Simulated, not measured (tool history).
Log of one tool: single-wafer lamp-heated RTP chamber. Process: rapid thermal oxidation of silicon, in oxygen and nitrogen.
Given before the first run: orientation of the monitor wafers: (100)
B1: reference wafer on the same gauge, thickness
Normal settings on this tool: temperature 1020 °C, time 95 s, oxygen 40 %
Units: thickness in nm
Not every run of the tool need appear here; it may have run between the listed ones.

{"run": 1, "hour": 0.0, "temperature": 1020, "time": 95, "oxygen": 40, "B1": 5.7, "thickness": 6.315}
{"run": 2, "hour": 15.5, "temperature": 1020, "time": 95, "oxygen": 40, "B1": 5.697, "thickness": 6.333}
{"run": 3, "hour": 39.2, "temperature": 1020, "time": 95, "oxygen": 40, "B1": 5.699, "thickness": 6.329}
{"run": 4, "hour": 69.0, "temperature": 1020, "time": 95, "oxygen": 40, "B1": 5.707, "thickness": 6.354}
{"run": 5, "hour": 86.6, "temperature": 1020, "time": 95, "oxygen": 40, "B1": 5.698, "thickness": 6.376}
{"run": 6, "hour": 103.7, "temperature": 1020, "time": 95, "oxygen": 40, "B1": 5.698, "thickness": 6.328}
{"run": 7, "hour": 128.0, "temperature": 1020, "time": 95, "oxygen": 40, "B1": 5.698, "thickness": 6.366}
{"run": 8, "hour": 154.6, "temperature": 1020, "time": 95, "oxygen": 40, "B1": 5.7, "thickness": 6.386}
{"run": 9, "hour": 184.9, "temperature": 1020, "time": 95, "oxygen": 40, "B1": 5.691, "thickness": 6.387}
{"run": 10, "hour": 202.1, "temperature": 1020, "time": 95, "oxygen": 40, "B1": 5.694, "thickness": 6.404}
{"run": 11, "hour": 224.7, "temperature": 1038, "time": 95, "oxygen": 46, "B1": 5.692, "thickness": 7.644}
{"run": 12, "hour": 260.7, "temperature": 1020, "time": 95, "oxygen": 40, "B1": 5.693, "thickness": 6.435}
{"hour": 268.9, "done": "pyrometer window cleaned and pyrometer calibrated"}
{"run": 13, "hour": 274.1, "temperature": 996, "time": 95, "oxygen": 55, "B1": 5.694, "thickness": 5.886}
{"run": 14, "hour": 298.3, "temperature": 998, "time": 95, "oxygen": 40, "B1": 5.704, "thickness": 5.366}
{"run": 15, "hour": 317.0, "temperature": 1048, "time": 63, "oxygen": 40, "B1": 5.689, "thickness": 6.356}
{"run": 16, "hour": 340.3, "temperature": 1046, "time": 129, "oxygen": 68, "B1": 5.702, "thickness": 10.465}
{"run": 17, "hour": 357.1, "temperature": 1043, "time": 79, "oxygen": 48, "B1": 5.694, "thickness": 7.244}
{"hour": 377.1, "done": "oxygen flow controller replaced"}
{"run": 18, "hour": 377.6, "temperature": 1020, "time": 95, "oxygen": 40, "B1": 5.703, "thickness": 6.283}
{"run": 19, "hour": 386.1, "temperature": 1045, "time": 71, "oxygen": 30, "B1": 5.698, "thickness": 5.949}
{"run": 20, "hour": 420.6, "temperature": 1048, "time": 73, "oxygen": 51, "B1": 5.7, "thickness": 7.384}
{"run": 21, "hour": 438.3, "temperature": 1020, "time": 129, "oxygen": 63, "B1": 5.699, "thickness": 8.508}
{"run": 22, "hour": 461.6, "temperature": 1011, "time": 65, "oxygen": 61, "B1": 5.702, "thickness": 5.754}
{"hour": 464.2, "done": "gauge calibrated"}
{"run": 23, "hour": 474.4, "temperature": 1000, "time": 95, "oxygen": 66, "B1": 5.702, "thickness": 6.454}
{"run": 24, "hour": 575.3, "temperature": 1020, "time": 95, "oxygen": 40, "B1": 5.696, "thickness": 6.339}
{"run": 25, "hour": 607.1, "temperature": 1020, "time": 95, "oxygen": 40, "B1": 5.701, "thickness": 6.288}

Alternative continuations, all from the tool just after run 25; predict every row:
{"run": "A", "hour": 607.5, "temperature": 1035, "time": 95, "oxygen": 40, "B1": "?", "thickness": "?"}
{"run": "B", "hour": 607.5, "temperature": 1020, "time": 95, "oxygen": 17, "B1": "?", "thickness": "?"}
{"run": "C", "hour": 607.5, "temperature": 1020, "time": 134, "oxygen": 27, "B1": "?", "thickness": "?"}

run=A B1=5.703 thickness=7.047
run=B B1=5.703 thickness=4.766
run=C B1=5.703 thickness=6.453
What these runs would have given with no unlogged condition in the tool:
run=A thickness=6.979
run=B thickness=4.723
run=C thickness=6.39
